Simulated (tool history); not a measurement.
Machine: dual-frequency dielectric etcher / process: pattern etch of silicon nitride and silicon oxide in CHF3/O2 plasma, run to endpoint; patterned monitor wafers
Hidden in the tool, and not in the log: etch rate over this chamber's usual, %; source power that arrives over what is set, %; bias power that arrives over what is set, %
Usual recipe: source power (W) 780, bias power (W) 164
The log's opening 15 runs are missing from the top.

run,hour,source power (W),bias power (W),wafers since the last listed run,hours since the last wet clean,hours since the last source power generator calibration,hours since the last bias power generator calibration,hours since the last upper electrode change,"incoming incoming film thickness, nm",endpoint time (s)
16,1010.2,780,132,697,671.3,781.7,362.6,936.8,244.0,159.1
17,1060.6,690,164,352,721.7,832.1,413.0,987.2,246.7,159.2
# hour 1132.9: wet clean of the chamber
18,1134.3,780,164,347,1.4,905.8,486.7,1060.9,246.2,146.2
19,1235.6,950,164,708,102.7,1007.1,588.0,1162.2,245.3,137.3
20,1308.4,710,164,509,175.5,1079.9,660.8,1235.0,245.9,152.6
21,1360.6,660,127,365,227.7,1132.1,713.0,1287.2,248.8,167.8
22,1426.6,980,164,461,293.7,1198.1,779.0,1353.2,246.9,138.4
23,1490.4,840,203,446,357.5,1261.9,842.8,1417.0,247.1,139.9
24,1547.2,840,203,397,414.3,1318.7,899.6,1473.8,248.8,139.8
25,1643.1,720,175,671,510.2,1414.6,995.5,1569.7,248.4,153.1
26,1703.6,660,142,423,570.7,1475.1,1056.0,1630.2,246.4,165.4
27,1809.2,780,184,739,676.3,1580.7,1161.6,1735.8,245.4,147.4
28,1869.3,670,143,420,736.4,1640.8,1221.7,1795.9,244.4,165.1
# hour 1950.3: wet clean of the chamber
29,1950.8,780,164,402,0.5,1722.3,1303.2,1877.4,246.9,148.5
30,1988.1,930,133,261,37.8,1759.6,1340.5,1914.7,246.9,147.4
31,2121.8,780,153,935,171.5,1893.3,1474.2,2048.4,246.9,151.9
32,2381.8,780,164,1819,431.5,2153.3,1734.2,2308.4,245.7,150.8
33,2458.0,630,151,533,507.7,2229.5,1810.4,2384.6,246.5,165.4
34,2528.5,780,164,493,578.2,2300.0,1880.9,2455.1,247.6,152.9
35,2578.4,780,124,349,628.1,2349.9,1930.8,2505.0,246.4,162.9

Forecast each of these 4 alternatives for the next run:
A,2578.9,780,164,3,628.6,2350.4,1931.3,2505.5,249.1,?
B,2578.9,700,186,3,628.6,2350.4,1931.3,2505.5,249.1,?
C,2578.9,660,189,3,628.6,2350.4,1931.3,2505.5,249.1,?
D,2578.9,590,198,3,628.6,2350.4,1931.3,2505.5,249.1,?

run,endpoint time (s)
A,154.5
B,155.1
C,157.5
D,161.2
Take away the tool's hidden state, keep each run's random variation, and the runs would have read:
run,endpoint time (s)
A,148.6
B,149.2
C,151.4
D,155.1

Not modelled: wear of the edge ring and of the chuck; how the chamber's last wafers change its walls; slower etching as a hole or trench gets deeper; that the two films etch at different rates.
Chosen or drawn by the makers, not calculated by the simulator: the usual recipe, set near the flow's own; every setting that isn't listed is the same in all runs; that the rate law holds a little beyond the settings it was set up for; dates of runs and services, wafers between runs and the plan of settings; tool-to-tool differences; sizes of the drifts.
